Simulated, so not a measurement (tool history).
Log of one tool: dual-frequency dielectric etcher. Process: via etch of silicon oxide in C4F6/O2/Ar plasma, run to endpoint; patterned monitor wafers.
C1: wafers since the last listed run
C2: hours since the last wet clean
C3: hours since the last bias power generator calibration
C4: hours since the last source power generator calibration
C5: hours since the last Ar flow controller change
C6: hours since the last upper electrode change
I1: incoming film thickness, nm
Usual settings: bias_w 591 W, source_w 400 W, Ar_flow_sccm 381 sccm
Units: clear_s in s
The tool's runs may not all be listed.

{"run": 1, "hour": 0.0, "bias_w": 591, "source_w": 400, "Ar_flow_sccm": 381, "C1": 0, "C2": 95, "C3": 3425.9, "C4": 2804.7, "C5": 2373.6, "C6": 2967, "I1": 140, "clear_s": 28.9}
{"run": 2, "hour": 51.0, "bias_w": 697, "source_w": 400, "Ar_flow_sccm": 310, "C1": 456, "C2": 146, "C3": 3476.9, "C4": 2855.7, "C5": 2424.6, "C6": 3018, "I1": 141.8, "clear_s": 26.5}
{"run": 3, "hour": 117.4, "bias_w": 697, "source_w": 400, "Ar_flow_sccm": 310, "C1": 594, "C2": 212.4, "C3": 3543.3, "C4": 2922.1, "C5": 2491, "C6": 3084.4, "I1": 142.1, "clear_s": 26.4}
{"run": 4, "hour": 170.7, "bias_w": 697, "source_w": 400, "Ar_flow_sccm": 310, "C1": 477, "C2": 265.7, "C3": 3596.6, "C4": 2975.4, "C5": 2544.3, "C6": 3137.7, "I1": 141.3, "clear_s": 26.2}
{"run": 5, "hour": 248.5, "bias_w": 591, "source_w": 400, "Ar_flow_sccm": 381, "C1": 697, "C2": 343.5, "C3": 3674.4, "C4": 3053.2, "C5": 2622.1, "C6": 3215.5, "I1": 140.5, "clear_s": 28.2}
{"run": 6, "hour": 345.5, "bias_w": 591, "source_w": 400, "Ar_flow_sccm": 381, "C1": 869, "C2": 440.5, "C3": 3771.4, "C4": 3150.2, "C5": 2719.1, "C6": 3312.5, "I1": 140.2, "clear_s": 27.5}
{"hour": 386.5, "done": "wet clean of the chamber"}
{"run": 7, "hour": 387.0, "bias_w": 516, "source_w": 400, "Ar_flow_sccm": 381, "C1": 156, "C2": 0.5, "C3": 3812.9, "C4": 3191.7, "C5": 2760.6, "C6": 3354, "I1": 140.7, "clear_s": 30.4}
{"run": 8, "hour": 475.0, "bias_w": 591, "source_w": 480, "Ar_flow_sccm": 381, "C1": 788, "C2": 88.5, "C3": 3900.9, "C4": 3279.7, "C5": 2848.6, "C6": 3442, "I1": 141.6, "clear_s": 27.6}
{"run": 9, "hour": 514.1, "bias_w": 591, "source_w": 480, "Ar_flow_sccm": 381, "C1": 350, "C2": 127.6, "C3": 3940, "C4": 3318.8, "C5": 2887.7, "C6": 3481.1, "I1": 140.5, "clear_s": 27.2}
{"run": 10, "hour": 602.7, "bias_w": 591, "source_w": 480, "Ar_flow_sccm": 381, "C1": 793, "C2": 216.2, "C3": 4028.6, "C4": 3407.4, "C5": 2976.3, "C6": 3569.7, "I1": 140.1, "clear_s": 27.2}
{"run": 11, "hour": 703.1, "bias_w": 591, "source_w": 400, "Ar_flow_sccm": 381, "C1": 899, "C2": 316.6, "C3": 4129, "C4": 3507.8, "C5": 3076.7, "C6": 3670.1, "I1": 140.1, "clear_s": 28.7}
{"run": 12, "hour": 743.6, "bias_w": 591, "source_w": 400, "Ar_flow_sccm": 381, "C1": 362, "C2": 357.1, "C3": 4169.5, "C4": 3548.3, "C5": 3117.2, "C6": 3710.6, "I1": 142.2, "clear_s": 28.6}
{"run": 13, "hour": 808.1, "bias_w": 591, "source_w": 400, "Ar_flow_sccm": 381, "C1": 577, "C2": 421.6, "C3": 4234, "C4": 3612.8, "C5": 3181.7, "C6": 3775.1, "I1": 140.8, "clear_s": 27.9}
{"run": 14, "hour": 876.3, "bias_w": 591, "source_w": 400, "Ar_flow_sccm": 381, "C1": 611, "C2": 489.8, "C3": 4302.2, "C4": 3681, "C5": 3249.9, "C6": 3843.3, "I1": 140.5, "clear_s": 27.8}
{"hour": 938.8, "done": "wet clean of the chamber"}
{"hour": 968.9, "done": "upper electrode replaced"}
{"run": 15, "hour": 969.4, "bias_w": 591, "source_w": 400, "Ar_flow_sccm": 381, "C1": 404, "C2": 30.6, "C3": 4395.3, "C4": 3774.1, "C5": 3343, "C6": 0.5, "I1": 140.6, "clear_s": 29.1}
{"run": 16, "hour": 1244.6, "bias_w": 591, "source_w": 360, "Ar_flow_sccm": 416, "C1": 2465, "C2": 305.8, "C3": 4670.5, "C4": 4049.3, "C5": 3618.2, "C6": 275.7, "I1": 141.5, "clear_s": 29.4}
{"run": 17, "hour": 1348.9, "bias_w": 702, "source_w": 360, "Ar_flow_sccm": 336, "C1": 934, "C2": 410.1, "C3": 4774.8, "C4": 4153.6, "C5": 3722.5, "C6": 380, "I1": 141.2, "clear_s": 27.2}
{"hour": 1353.5, "done": "source power generator calibrated"}
{"hour": 1420.6, "done": "wet clean of the chamber"}
{"run": 18, "hour": 1421.1, "bias_w": 591, "source_w": 400, "Ar_flow_sccm": 381, "C1": 395, "C2": 0.5, "C3": 4847, "C4": 67.6, "C5": 3794.7, "C6": 452.2, "I1": 142.5, "clear_s": 29.7}
{"run": 19, "hour": 1462.8, "bias_w": 668, "source_w": 490, "Ar_flow_sccm": 343, "C1": 373, "C2": 42.2, "C3": 4888.7, "C4": 109.3, "C5": 3836.4, "C6": 493.9, "I1": 142.1, "clear_s": 26.7}
{"run": 20, "hour": 1549.3, "bias_w": 537, "source_w": 400, "Ar_flow_sccm": 407, "C1": 774, "C2": 128.7, "C3": 4975.2, "C4": 195.8, "C5": 3922.9, "C6": 580.4, "I1": 140.8, "clear_s": 30.1}
{"hour": 1630.7, "done": "bias power generator calibrated"}
{"run": 21, "hour": 1657.2, "bias_w": 591, "source_w": 400, "Ar_flow_sccm": 381, "C1": 930, "C2": 236.6, "C3": 26.5, "C4": 303.7, "C5": 4030.8, "C6": 688.3, "I1": 140.2, "clear_s": 28.6}
{"hour": 1768.2, "done": "Ar flow controller replaced"}
{"run": 22, "hour": 1768.7, "bias_w": 695, "source_w": 400, "Ar_flow_sccm": 425, "C1": 945, "C2": 348.1, "C3": 138, "C4": 415.2, "C5": 0.5, "C6": 799.8, "I1": 140.8, "clear_s": 27.7}
{"run": 23, "hour": 1836.8, "bias_w": 738, "source_w": 340, "Ar_flow_sccm": 381, "C1": 610, "C2": 416.2, "C3": 206.1, "C4": 483.3, "C5": 68.6, "C6": 867.9, "I1": 140, "clear_s": 27.4}
{"run": 24, "hour": 1943.4, "bias_w": 591, "source_w": 400, "Ar_flow_sccm": 381, "C1": 955, "C2": 522.8, "C3": 312.7, "C4": 589.9, "C5": 175.2, "C6": 974.5, "I1": 141.3, "clear_s": 27.8}
{"hour": 1970.3, "done": "wet clean of the chamber"}
{"run": 25, "hour": 2040.3, "bias_w": 591, "source_w": 300, "Ar_flow_sccm": 446, "C1": 653, "C2": 70, "C3": 409.6, "C4": 686.8, "C5": 272.1, "C6": 1071.4, "I1": 141.5, "clear_s": 32.3}
{"run": 26, "hour": 2101.0, "bias_w": 681, "source_w": 320, "Ar_flow_sccm": 432, "C1": 543, "C2": 130.7, "C3": 470.3, "C4": 747.5, "C5": 332.8, "C6": 1132.1, "I1": 141, "clear_s": 30}
{"run": 27, "hour": 2170.8, "bias_w": 634, "source_w": 330, "Ar_flow_sccm": 289, "C1": 625, "C2": 200.5, "C3": 540.1, "C4": 817.3, "C5": 402.6, "C6": 1201.9, "I1": 140.6, "clear_s": 28.2}
{"run": 28, "hour": 2262.9, "bias_w": 450, "source_w": 490, "Ar_flow_sccm": 465, "C1": 825, "C2": 292.6, "C3": 632.2, "C4": 909.4, "C5": 494.7, "C6": 1294, "I1": 141.6, "clear_s": 29.7}
{"run": 29, "hour": 2308.8, "bias_w": 533, "source_w": 330, "Ar_flow_sccm": 305, "C1": 411, "C2": 338.5, "C3": 678.1, "C4": 955.3, "C5": 540.6, "C6": 1339.9, "I1": 139.8, "clear_s": 29.6}
{"run": 30, "hour": 2346.0, "bias_w": 737, "source_w": 430, "Ar_flow_sccm": 342, "C1": 333, "C2": 375.7, "C3": 715.3, "C4": 992.5, "C5": 577.8, "C6": 1377.1, "I1": 139.6, "clear_s": 25.3}

3 ways to go on from here, each from the tool as it stands after run 30. What would each give?
{"run": "A", "hour": 2346.4, "bias_w": 591, "source_w": 400, "Ar_flow_sccm": 381, "C1": 3, "C2": 376.1, "C3": 715.7, "C4": 992.9, "C5": 578.2, "C6": 1377.5, "I1": 140.2, "clear_s": "?"}
{"run": "B", "hour": 2346.4, "bias_w": 552, "source_w": 370, "Ar_flow_sccm": 302, "C1": 3, "C2": 376.1, "C3": 715.7, "C4": 992.9, "C5": 578.2, "C6": 1377.5, "I1": 140.2, "clear_s": "?"}
{"run": "C", "hour": 2346.4, "bias_w": 644, "source_w": 400, "Ar_flow_sccm": 381, "C1": 3, "C2": 376.1, "C3": 715.7, "C4": 992.9, "C5": 578.2, "C6": 1377.5, "I1": 140.2, "clear_s": "?"}

run=A clear_s=28.2
run=B clear_s=28.4
run=C clear_s=27.5
Without the tool's hidden state the same runs would have given:
run=A clear_s=29.2
run=B clear_s=29.5
run=C clear_s=28.5

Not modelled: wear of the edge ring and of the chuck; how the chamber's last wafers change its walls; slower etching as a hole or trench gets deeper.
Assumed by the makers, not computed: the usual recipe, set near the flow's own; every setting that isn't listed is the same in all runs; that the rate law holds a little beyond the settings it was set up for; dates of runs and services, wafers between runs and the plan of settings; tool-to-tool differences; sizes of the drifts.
